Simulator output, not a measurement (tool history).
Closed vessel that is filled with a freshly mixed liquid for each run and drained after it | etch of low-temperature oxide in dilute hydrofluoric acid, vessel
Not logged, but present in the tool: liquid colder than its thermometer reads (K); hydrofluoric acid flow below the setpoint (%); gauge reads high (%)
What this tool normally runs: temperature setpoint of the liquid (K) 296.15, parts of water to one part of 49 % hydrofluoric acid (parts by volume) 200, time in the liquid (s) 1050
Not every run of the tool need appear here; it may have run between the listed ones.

run   hour  temperature setpoint of the liquid (K)  parts of water to one part of 49 % hydrofluoric acid (parts by volume)  time in the liquid (s)  wafers since the last listed run  hours since the thermometer was replaced  hours since the hydrofluoric acid flow meter was replaced  hours since the gauge calibration  read-back film thickness of the low-temperature oxide reference wafer, read on the same gauge (nm)  thickness taken off the low-temperature oxide on a monitor wafer (Å)
  1      0                                  296.15                                                                     200                     705                                 0                                    1859.2                                                     1132.5                              276.7                                                                                              109.99                                                                 318.1
  2   51.8                                  296.15                                                                     200                    1050                              3039                                      1911                                                     1184.3                              328.5                                                                                              109.98                                                                 468.1
  3  123.4                                  296.15                                                                     200                    1050                              4201                                    1982.6                                                     1255.9                              400.1                                                                                              110.02                                                                 464.1
  4  194.5                                  299.65                                                                     200                    1050                              4172                                    2053.7                                                       1327                              471.2                                                                                              109.98                                                                 535.5
  5  228.8                                  299.65                                                                     200                    1050                              2012                                      2088                                                     1361.3                              505.5                                                                                                 110                                                                 530.2
  6  268.3                                  299.65                                                                     200                    1050                              2317                                    2127.5                                                     1400.8                                545                                                                                              110.01                                                                 525.4
     296.3  -- gauge calibrated
  7  301.2                                  296.15                                                                     200                    1050                              1930                                    2160.4                                                     1433.7                                4.9                                                                                                 110                                                                   462
     317.4  -- hydrofluoric acid flow meter replaced
  8  358.6                                  294.65                                                                     200                     745                              3309                                    2217.8                                                       41.2                               62.3                                                                                              109.97                                                                 309.2
  9    412                                  293.15                                                                     200                    1515                              3133                                    2271.2                                                       94.6                              115.7                                                                                              109.96                                                                 594.2
 10  458.5                                  294.65                                                                     150                     850                              2728                                    2317.7                                                      141.1                              162.2                                                                                                 110                                                                   490
     503.5  -- thermometer replaced
 11  507.1                                  296.15                                                                     200                    1050                              2793                                       3.6                                                      189.7                              210.8                                                                                              110.01                                                                 503.5
 12  574.7                                  296.15                                                                     200                    1050                              3966                                      71.2                                                      257.3                              278.4                                                                                              110.02                                                                 502.1
 13  626.1                                  300.65                                                                     200                     875                              3016                                     122.6                                                      308.7                              329.8                                                                                              109.99                                                                 491.7
 14  679.4                                  300.15                                                                     200                    1050                              3127                                     175.9                                                        362                              383.1                                                                                              110.04                                                                 578.5

3 options for the next run, each taken on its own from the tool as it stands now. Forecast them:
  A  680.3                                  296.15                                                                     200                    1050                                52                                     176.8                                                      362.9                                384                                                                                                   ?                                                                     ?
  B  680.3                                  296.15                                                                     250                     865                                52                                     176.8                                                      362.9                                384                                                                                                   ?                                                                     ?
  C  680.3                                  300.65                                                                     200                    1050                                52                                     176.8                                                      362.9                                384                                                                                                   ?                                                                     ?

run  read-back film thickness of the low-temperature oxide reference wafer, read on the same gauge (nm)  thickness taken off the low-temperature oxide on a monitor wafer (Å)
  A                                                                                              110.04                                                                 500.8
  B                                                                                              110.04                                                                 313.7
  C                                                                                              110.04                                                                 590.3
Without the tool's unlogged condition, the same runs would have read:
run  thickness taken off the low-temperature oxide on a monitor wafer (Å)
  A                                                                 503.8
  B                                                                 315.5
  C                                                                 593.7
